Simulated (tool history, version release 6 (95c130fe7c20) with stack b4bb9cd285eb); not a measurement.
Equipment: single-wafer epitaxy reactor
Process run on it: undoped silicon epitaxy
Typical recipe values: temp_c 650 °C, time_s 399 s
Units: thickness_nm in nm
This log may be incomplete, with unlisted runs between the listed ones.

run     day  temp_c  time_s  wafers since the last listed run  hours since the last pyrometer calibration  hours since the gauge calibration  read-back reference wafer on the same gauge, thickness_nm  thickness_nm
  1       0     650     436                                 0                                       419.7                              667.5                                                     66.123         67.88
  2   2.783     650     436                               396                                       486.5                              734.3                                                     66.019          67.6
  3   6.088     650     399                               470                                       565.8                              813.6                                                     66.111        61.882
  4   8.092     650     399                               285                                       613.9                              861.7                                                     66.126        61.733
  5    11.7     650     399                               513                                       700.5                              948.3                                                     66.155        61.683
  6  16.079     650     370                               623                                       805.6                             1053.4                                                     66.079        57.133
     18.254  -- gauge calibrated
  7  19.508     650     370                               488                                       887.9                               30.1                                                     66.095        57.071
  8  21.929     650     430                               344                                         946                               88.2                                                     66.188        66.126
  9  23.975     650     430                               291                                       995.1                              137.3                                                     66.106        66.363
     24.779  -- pyrometer calibrated
 10  26.571     650     436                               322                                          43                              199.6                                                     66.124        69.354
 11  28.638     650     430                               294                                        92.6                              249.2                                                     66.165        67.969
 12  30.833     645     336                               312                                       145.3                              301.9                                                     66.107         47.86
 13    34.3     664     399                               493                                       228.5                              385.1                                                     66.069        83.254
 14  35.817     650     399                               215                                       264.9                              421.5                                                     66.063        62.628
 15  38.233     639     399                               344                                       322.9                              479.5                                                      66.05         49.62
 16  41.488     654     427                               463                                         401                              557.6                                                     66.151        72.863
 17  43.746     650     399                               321                                       455.2                              611.8                                                     66.149        62.191
 18  46.042     657     360                               326                                       510.3                              666.9                                                     66.016        64.805
 19  47.725     655     441                               239                                       550.7                              707.3                                                     66.038          76.8

Selected run-to-run steps in thickness_nm, each split into two signed amounts: the part the tool would show with no hidden state at all (from settings, incoming material and random variation), and the remainder, which goes to the hidden state together with any gauge scatter not common to the measured and the hidden-state-free results:
Hidden state at play: wafer temperature above the value expected at the setpoint (K); gauge reads high (%).
Run 9 -> 10: time_s 430 -> 436, pyrometer calibrated. thickness_nm +2.991 nm: hidden state +1.929, all else +1.062.
Run 12 -> 13: temp_c 645 -> 664, time_s 336 -> 399. thickness_nm +35.394 nm: hidden state -0.5, all else +35.894.
